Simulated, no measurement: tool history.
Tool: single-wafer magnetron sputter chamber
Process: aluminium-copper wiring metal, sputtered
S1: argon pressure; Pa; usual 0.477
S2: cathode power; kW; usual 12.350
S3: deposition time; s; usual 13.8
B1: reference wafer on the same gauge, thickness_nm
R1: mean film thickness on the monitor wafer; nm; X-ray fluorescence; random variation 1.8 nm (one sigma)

run 1 hour=0.0 | S1=0.477 S2=12.350 S3=13.8 | B1=353.078 | R1=311.706
run 2 hour=11.9 | S1=0.477 S2=12.350 S3=13.8 | B1=353.187 | R1=314.220
run 3 hour=29.0 | S1=0.477 S2=12.350 S3=13.8 | B1=352.632 | R1=310.850
run 4 hour=38.0 | S1=0.477 S2=12.350 S3=13.8 | B1=352.768 | R1=311.284
run 5 hour=53.8 | S1=0.477 S2=11.650 S3=13.8 | B1=352.715 | R1=294.571
run 6 hour=70.8 | S1=0.477 S2=11.650 S3=13.8 | B1=352.593 | R1=291.168
run 7 hour=85.2 | S1=0.477 S2=12.350 S3=13.8 | B1=353.008 | R1=310.155
run 8 hour=128.8 | S1=0.477 S2=12.350 S3=13.8 | B1=353.566 | R1=304.929
run 9 hour=144.9 | S1=0.477 S2=12.350 S3=13.8 | B1=352.764 | R1=304.061
run 10 hour=158.1 | S1=0.477 S2=12.350 S3=13.8 | B1=352.939 | R1=305.905
-- hour=168.5 gauge calibrated
run 11 hour=173.9 | S1=0.477 S2=12.350 S3=13.8 | B1=352.333 | R1=301.026
run 12 hour=181.6 | S1=0.477 S2=12.350 S3=15.1 | B1=352.849 | R1=331.408
-- hour=199.0 sputter target and shields replaced
run 13 hour=199.5 | S1=0.477 S2=12.350 S3=15.1 | B1=352.500 | R1=347.904
run 14 hour=213.7 | S1=0.601 S2=12.350 S3=13.8 | B1=353.304 | R1=292.989
run 15 hour=220.2 | S1=0.601 S2=12.350 S3=13.8 | B1=353.155 | R1=291.385
run 16 hour=237.8 | S1=0.601 S2=12.350 S3=13.8 | B1=352.977 | R1=294.666
run 17 hour=245.9 | S1=0.477 S2=12.350 S3=13.8 | B1=353.211 | R1=312.932
run 18 hour=253.1 | S1=0.606 S2=12.350 S3=11.4 | B1=353.261 | R1=239.963
run 19 hour=269.5 | S1=0.327 S2=9.300 S3=14.9 | B1=352.955 | R1=284.072
run 20 hour=281.9 | S1=0.477 S2=12.350 S3=15.1 | B1=352.902 | R1=344.826
run 21 hour=292.6 | S1=0.477 S2=12.350 S3=15.7 | B1=352.994 | R1=360.680
run 22 hour=304.8 | S1=0.606 S2=12.350 S3=11.4 | B1=353.064 | R1=239.320
run 23 hour=314.1 | S1=0.477 S2=12.350 S3=13.8 | B1=352.217 | R1=314.892
-- hour=335.8 magnet pack replaced
-- hour=337.5 capacitance manometer re-zeroed and calibrated
run 24 hour=338.0 | S1=0.477 S2=12.350 S3=13.8 | B1=352.619 | R1=311.964
run 25 hour=343.2 | S1=0.477 S2=15.350 S3=13.8 | B1=353.069 | R1=387.177
run 26 hour=353.4 | S1=0.355 S2=12.350 S3=14.7 | B1=353.029 | R1=357.901
run 27 hour=366.1 | S1=0.477 S2=12.350 S3=13.8 | B1=353.273 | R1=313.688
run 28 hour=380.4 | S1=0.429 S2=12.350 S3=15.0 | B1=353.667 | R1=345.684
run 29 hour=393.4 | S1=0.531 S2=12.350 S3=12.3 | B1=352.458 | R1=264.130
run 30 hour=410.9 | S1=0.477 S2=12.350 S3=13.8 | B1=352.550 | R1=307.758
run 31 hour=427.1 | S1=0.477 S2=12.350 S3=13.8 | B1=353.186 | R1=303.685
run 32 hour=444.8 | S1=0.314 S2=9.750 S3=15.1 | B1=352.823 | R1=290.578
run 33 hour=451.7 | S1=0.293 S2=10.350 S3=13.8 | B1=353.137 | R1=288.723
-- hour=466.9 gauge calibrated
run 34 hour=468.4 | S1=0.400 S2=12.350 S3=13.8 | B1=353.546 | R1=318.617
run 35 hour=498.8 | S1=0.477 S2=12.350 S3=15.8 | B1=352.952 | R1=348.709
run 36 hour=515.3 | S1=0.419 S2=11.400 S3=16.2 | B1=352.217 | R1=332.471

Measured less the same run without the tool's hidden state. The same run-to-run variation is in both; the gauge's scatter may not be:
The hidden state here: deposition rate above that of a new target (%); true argon pressure above the setpoint (%); gauge reads high (%).
run=1 R1=-2.492
run=2 R1=-2.994
run=3 R1=-3.730
run=4 R1=-4.179
run=5 R1=-4.755
run=6 R1=-5.641
run=7 R1=-6.936
run=8 R1=-10.025
run=9 R1=-11.352
run=10 R1=-12.612
run=11 R1=-13.901
run=12 R1=-16.142
run=13 R1=-1.169
run=14 R1=-1.017
run=15 R1=-1.045
run=16 R1=-1.215
run=17 R1=-1.401
run=18 R1=-1.163
run=19 R1=-1.671
run=20 R1=-2.363
run=21 R1=-2.819
run=22 R1=-2.168
run=23 R1=-3.184
run=24 R1=-4.129
run=25 R1=-5.419
run=26 R1=-5.573
run=27 R1=-5.551
run=28 R1=-7.016
run=29 R1=-6.038
run=30 R1=-8.190
run=31 R1=-9.233
run=32 R1=-10.141
run=33 R1=-10.611
run=34 R1=-13.218
run=35 R1=-17.786
run=36 R1=-18.844
